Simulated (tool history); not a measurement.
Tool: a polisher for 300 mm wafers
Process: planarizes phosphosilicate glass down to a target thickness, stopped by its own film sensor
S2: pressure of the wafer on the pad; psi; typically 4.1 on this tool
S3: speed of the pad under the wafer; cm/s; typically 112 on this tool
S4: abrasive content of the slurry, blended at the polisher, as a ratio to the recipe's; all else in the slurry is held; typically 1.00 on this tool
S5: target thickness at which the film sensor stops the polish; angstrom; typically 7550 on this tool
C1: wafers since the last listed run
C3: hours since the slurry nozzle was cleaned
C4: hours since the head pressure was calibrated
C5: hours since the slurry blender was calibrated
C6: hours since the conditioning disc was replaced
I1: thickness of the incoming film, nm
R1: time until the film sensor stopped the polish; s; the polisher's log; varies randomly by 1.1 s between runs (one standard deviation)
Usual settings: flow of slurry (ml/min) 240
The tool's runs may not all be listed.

run 1 hour=0.0 | flow_of_slurry_(ml/min)=240 S2=4.1 S3=112 S4=1.00 S5=7550 | C1=0 wafers_polished_on_this_pad=456 C3=94.7 C4=1415.6 C5=124.1 C6=87.5 | I1=1654.5 | R1=68.0
run 2 hour=8.5 | flow_of_slurry_(ml/min)=240 S2=4.1 S3=112 S4=1.00 S5=7550 | C1=63 wafers_polished_on_this_pad=520 C3=103.2 C4=1424.1 C5=132.6 C6=96.0 | I1=1644.1 | R1=66.7
run 3 hour=22.2 | flow_of_slurry_(ml/min)=240 S2=4.1 S3=112 S4=1.00 S5=7550 | C1=102 wafers_polished_on_this_pad=623 C3=116.9 C4=1437.8 C5=146.3 C6=109.7 | I1=1633.3 | R1=66.6
-- hour=24.4 head pressure recalibrated
run 4 hour=28.4 | flow_of_slurry_(ml/min)=240 S2=4.6 S3=112 S4=1.15 S5=7550 | C1=31 wafers_polished_on_this_pad=654 C3=123.1 C4=4.0 C5=152.5 C6=115.9 | I1=1637.2 | R1=57.6
run 5 hour=38.7 | flow_of_slurry_(ml/min)=240 S2=4.1 S3=112 S4=1.00 S5=7550 | C1=77 wafers_polished_on_this_pad=731 C3=133.4 C4=14.3 C5=162.8 C6=126.2 | I1=1661.8 | R1=69.7
-- hour=45.1 worn pad replaced by a new one
run 6 hour=47.4 | flow_of_slurry_(ml/min)=240 S2=4.1 S3=112 S4=1.00 S5=7550 | C1=35 wafers_polished_on_this_pad=17 C3=142.1 C4=23.0 C5=171.5 C6=134.9 | I1=1629.6 | R1=66.0
run 7 hour=61.5 | flow_of_slurry_(ml/min)=240 S2=4.1 S3=112 S4=1.00 S5=7550 | C1=105 wafers_polished_on_this_pad=123 C3=156.2 C4=37.1 C5=185.6 C6=149.0 | I1=1665.9 | R1=68.9
run 8 hour=73.0 | flow_of_slurry_(ml/min)=240 S2=4.1 S3=82 S4=1.00 S5=5560 | C1=86 wafers_polished_on_this_pad=209 C3=167.7 C4=48.6 C5=197.1 C6=160.5 | I1=1638.5 | R1=97.7
run 9 hour=80.7 | flow_of_slurry_(ml/min)=240 S2=4.1 S3=82 S4=1.00 S5=5560 | C1=57 wafers_polished_on_this_pad=267 C3=175.4 C4=56.3 C5=204.8 C6=168.2 | I1=1675.6 | R1=102.4
run 10 hour=94.9 | flow_of_slurry_(ml/min)=240 S2=4.1 S3=112 S4=1.00 S5=7550 | C1=106 wafers_polished_on_this_pad=373 C3=189.6 C4=70.5 C5=219.0 C6=182.4 | I1=1633.9 | R1=68.9
run 11 hour=111.6 | flow_of_slurry_(ml/min)=270 S2=3.1 S3=146 S4=1.00 S5=5590 | C1=125 wafers_polished_on_this_pad=499 C3=206.3 C4=87.2 C5=235.7 C6=199.1 | I1=1633.9 | R1=94.2
-- hour=121.8 slurry nozzle cleaned
run 12 hour=126.4 | flow_of_slurry_(ml/min)=185 S2=3.3 S3=138 S4=1.00 S5=4950 | C1=103 wafers_polished_on_this_pad=602 C3=4.6 C4=102.0 C5=250.5 C6=213.9 | I1=1630.0 | R1=97.7
run 13 hour=133.5 | flow_of_slurry_(ml/min)=240 S2=3.7 S3=112 S4=1.00 S5=7550 | C1=53 wafers_polished_on_this_pad=655 C3=11.7 C4=109.1 C5=257.6 C6=221.0 | I1=1677.8 | R1=78.6
-- hour=146.7 slurry blender recalibrated
run 14 hour=147.5 | flow_of_slurry_(ml/min)=305 S2=4.1 S3=112 S4=1.00 S5=7550 | C1=90 wafers_polished_on_this_pad=746 C3=25.7 C4=123.1 C5=0.8 C6=235.0 | I1=1647.6 | R1=71.8
run 15 hour=156.2 | flow_of_slurry_(ml/min)=240 S2=3.6 S3=112 S4=1.00 S5=9090 | C1=65 wafers_polished_on_this_pad=811 C3=34.4 C4=131.8 C5=9.5 C6=243.7 | I1=1671.0 | R1=70.7
-- hour=158.9 conditioning disc replaced and pad reconditioned
-- hour=167.8 worn pad replaced by a new one
run 16 hour=168.3 | flow_of_slurry_(ml/min)=205 S2=4.1 S3=76 S4=1.00 S5=7550 | C1=45 wafers_polished_on_this_pad=3 C3=46.5 C4=143.9 C5=21.6 C6=9.4 | I1=1659.8 | R1=88.0
run 17 hour=185.7 | flow_of_slurry_(ml/min)=240 S2=4.1 S3=112 S4=1.00 S5=7550 | C1=130 wafers_polished_on_this_pad=134 C3=63.9 C4=161.3 C5=39.0 C6=26.8 | I1=1658.1 | R1=67.5
run 18 hour=192.2 | flow_of_slurry_(ml/min)=240 S2=4.1 S3=80 S4=1.00 S5=7550 | C1=48 wafers_polished_on_this_pad=182 C3=70.4 C4=167.8 C5=45.5 C6=33.3 | I1=1652.1 | R1=82.2
run 19 hour=201.1 | flow_of_slurry_(ml/min)=240 S2=4.1 S3=112 S4=1.00 S5=7550 | C1=66 wafers_polished_on_this_pad=249 C3=79.3 C4=176.7 C5=54.4 C6=42.2 | I1=1630.0 | R1=67.4
run 20 hour=216.3 | flow_of_slurry_(ml/min)=275 S2=4.1 S3=130 S4=0.75 S5=7550 | C1=114 wafers_polished_on_this_pad=363 C3=94.5 C4=191.9 C5=69.6 C6=57.4 | I1=1654.8 | R1=71.1
run 21 hour=232.8 | flow_of_slurry_(ml/min)=240 S2=4.1 S3=112 S4=1.00 S5=7550 | C1=123 wafers_polished_on_this_pad=487 C3=111.0 C4=208.4 C5=86.1 C6=73.9 | I1=1626.1 | R1=67.2
run 22 hour=244.8 | flow_of_slurry_(ml/min)=240 S2=4.1 S3=144 S4=1.00 S5=5650 | C1=90 wafers_polished_on_this_pad=577 C3=123.0 C4=220.4 C5=98.1 C6=85.9 | I1=1667.3 | R1=71.7

For run 23, what comes out?
-- hour=292.5 worn pad replaced by a new one
run 23 hour=293.0 | flow_of_slurry_(ml/min)=240 S2=4.1 S3=112 S4=1.00 S5=7550 | C1=331 wafers_polished_on_this_pad=3 C3=171.2 C4=268.6 C5=146.3 C6=134.1 | I1=1654.6 | R1=?

Run 23 yielded R1 69.0 s.
With no hidden state in the tool, this same run would have given R1 67.0 s.

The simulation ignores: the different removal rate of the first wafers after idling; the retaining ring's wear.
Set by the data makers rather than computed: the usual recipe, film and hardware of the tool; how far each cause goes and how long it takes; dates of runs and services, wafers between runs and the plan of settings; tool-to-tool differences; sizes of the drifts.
